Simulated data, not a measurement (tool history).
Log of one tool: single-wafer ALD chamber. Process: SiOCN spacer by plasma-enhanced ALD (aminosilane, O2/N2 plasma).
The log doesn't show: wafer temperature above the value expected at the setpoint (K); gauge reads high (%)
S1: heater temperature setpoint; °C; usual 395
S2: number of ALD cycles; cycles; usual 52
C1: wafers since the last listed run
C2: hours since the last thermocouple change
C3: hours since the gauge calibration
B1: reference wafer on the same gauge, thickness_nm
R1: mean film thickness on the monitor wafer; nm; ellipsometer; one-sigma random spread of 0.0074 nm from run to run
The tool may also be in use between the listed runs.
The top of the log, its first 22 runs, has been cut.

Run 23, hour 1218.2: usual settings; C1 317; C2 63.9; C3 2406.5; B1 2.409. Result: R1 2.931 nm.
Run 24, hour 1280.6: usual settings but S1 409 °C, S2 43 cycles; C1 448; C2 126.3; C3 2468.9; B1 2.408. Result: R1 2.340 nm.
Run 25, hour 1309.9: usual settings but S1 410 °C; C1 210; C2 155.6; C3 2498.2; B1 2.410. Result: R1 2.816 nm.
Run 26, hour 1342.9: usual settings but S1 387 °C; C1 237; C2 188.6; C3 2531.2; B1 2.409. Result: R1 2.938 nm.
Run 27, hour 1388.0: usual settings but S1 405 °C, S2 56 cycles; C1 324; C2 233.7; C3 2576.3; B1 2.409. Result: R1 3.101 nm.
At hour 1412.8: gauge calibrated.
Run 28, hour 1441.1: usual settings but S1 390 °C, S2 46 cycles; C1 381; C2 286.8; C3 28.3; B1 2.439. Result: R1 2.621 nm.
Run 29, hour 1500.7: usual settings but S1 401 °C, S2 45 cycles; C1 428; C2 346.4; C3 87.9; B1 2.439. Result: R1 2.556 nm.
Run 30, hour 1525.9: usual settings but S1 388 °C, S2 42 cycles; C1 181; C2 371.6; C3 113.1; B1 2.439. Result: R1 2.407 nm.
Run 31, hour 1557.6: usual settings but S1 408 °C; C1 228; C2 403.3; C3 144.8; B1 2.441. Result: R1 2.877 nm.
Run 32, hour 1617.6: usual settings but S1 389 °C, S2 62 cycles; C1 431; C2 463.3; C3 204.8; B1 2.438. Result: R1 3.542 nm.
Run 33, hour 1649.5: usual settings but S1 407 °C, S2 46 cycles; C1 229; C2 495.2; C3 236.7; B1 2.440. Result: R1 2.560 nm.
Run 34, hour 1693.8: usual settings but S2 60 cycles; C1 318; C2 539.5; C3 281.0; B1 2.441. Result: R1 3.426 nm.
Run 35, hour 1759.7: usual settings but S1 380 °C, S2 45 cycles; C1 474; C2 605.4; C3 346.9; B1 2.440. Result: R1 2.565 nm.
Run 36, hour 1827.2: usual settings; C1 485; C2 672.9; C3 414.4; B1 2.439. Result: R1 2.977 nm.
Run 37, hour 1895.1: usual settings but S1 391 °C, S2 61 cycles; C1 488; C2 740.8; C3 482.3; B1 2.438. Result: R1 3.486 nm.
Run 38, hour 1962.3: usual settings; C1 483; C2 808.0; C3 549.5; B1 2.436. Result: R1 2.975 nm.
Run 39, hour 1999.4: usual settings; C1 266; C2 845.1; C3 586.6; B1 2.438. Result: R1 2.968 nm.
Run 40, hour 2028.7: usual settings; C1 210; C2 874.4; C3 615.9; B1 2.437. Result: R1 2.959 nm.
Run 41, hour 2065.4: usual settings but S1 389 °C, S2 42 cycles; C1 263; C2 911.1; C3 652.6; B1 2.436. Result: R1 2.401 nm.
Run 42, hour 2116.3: usual settings but S1 404 °C, S2 49 cycles; C1 366; C2 962.0; C3 703.5; B1 2.438. Result: R1 2.747 nm.
Run 43, hour 2187.4: usual settings but S2 59 cycles; C1 511; C2 1033.1; C3 774.6; B1 2.439. Result: R1 3.367 nm.
Run 44, hour 2213.9: usual settings but S1 386 °C; C1 190; C2 1059.6; C3 801.1; B1 2.437. Result: R1 2.976 nm.
Run 45, hour 2270.9: usual settings but S1 385 °C, S2 46 cycles; C1 410; C2 1116.6; C3 858.1; B1 2.439. Result: R1 2.625 nm.

4 options for the next run, each taken on its own from the tool as it stands now. Forecast them:
Run A, hour 2271.4: usual settings; C1 3; C2 1117.1; C3 858.6; B1 ?. Result: R1 ?.
Run B, hour 2271.4: usual settings but S1 385 °C, S2 60 cycles; C1 3; C2 1117.1; C3 858.6; B1 ?. Result: R1 ?.
Run C, hour 2271.4: usual settings but S1 382 °C, S2 48 cycles; C1 3; C2 1117.1; C3 858.6; B1 ?. Result: R1 ?.
Run D, hour 2271.4: usual settings but S1 404 °C, S2 57 cycles; C1 3; C2 1117.1; C3 858.6; B1 ?. Result: R1 ?.

run     B1     R1
  A  2.433  2.964
  B  2.433  3.420
  C  2.433  2.736
  D  2.433  3.197
What these runs would have given with no unlogged condition in the tool:
run     R1
  A  2.968
  B  3.425
  C  2.740
  D  3.202

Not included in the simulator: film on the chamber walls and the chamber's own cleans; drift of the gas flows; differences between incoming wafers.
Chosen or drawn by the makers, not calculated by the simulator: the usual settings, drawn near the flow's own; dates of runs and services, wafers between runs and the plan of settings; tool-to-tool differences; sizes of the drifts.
